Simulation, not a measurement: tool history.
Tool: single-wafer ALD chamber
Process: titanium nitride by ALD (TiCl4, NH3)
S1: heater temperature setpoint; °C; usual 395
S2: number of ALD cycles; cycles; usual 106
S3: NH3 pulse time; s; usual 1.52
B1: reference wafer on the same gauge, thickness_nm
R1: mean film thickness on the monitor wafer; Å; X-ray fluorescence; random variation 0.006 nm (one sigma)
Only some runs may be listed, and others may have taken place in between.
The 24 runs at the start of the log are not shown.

run     day   S1   S2    S3     B1     R1
 25  58.933  395   87  1.80  2.881  20.34
     59.721  -- showerhead replaced
 26  61.921  407  106  1.52  2.884  24.85
 27  63.050  395  106  1.52  2.885  24.56
 28  64.512  388  106  2.00  2.888  24.73
     66.933  -- gauge calibrated
 29  67.250  395  106  1.52  2.812  24.01
 30  68.692  403   93  2.04  2.813  21.51
 31  70.554  395  106  1.52  2.815  24.06
 32  76.125  395  101  1.52  2.822  22.94
 33  78.892  389  125  1.08  2.826  27.69
 34  80.896  386   90  0.95  2.827  19.78
 35  81.938  383   87  2.03  2.830  19.86
 36  83.562  390  117  1.71  2.831  26.58
 37  85.329  387   93  1.94  2.832  21.29
 38  87.075  404  106  1.75  2.835  24.52
 39  88.771  385   92  0.99  2.840  20.32
 40  90.558  384   88  1.06  2.839  19.41

Forecast each of these 4 alternatives for the next run:
  A  90.583  395  106  1.52   ?   ?
  B  90.583  385   85  0.98   ?   ?
  C  90.583  387  106  1.87   ?   ?
  D  90.583  395   91  1.35   ?   ?

run     B1     R1
  A  2.838  24.19
  B  2.838  18.70
  C  2.838  24.24
  D  2.838  20.65
What these runs would have given with no unlogged condition in the tool:
run     R1
  A  24.03
  B  18.57
  C  24.07
  D  20.51
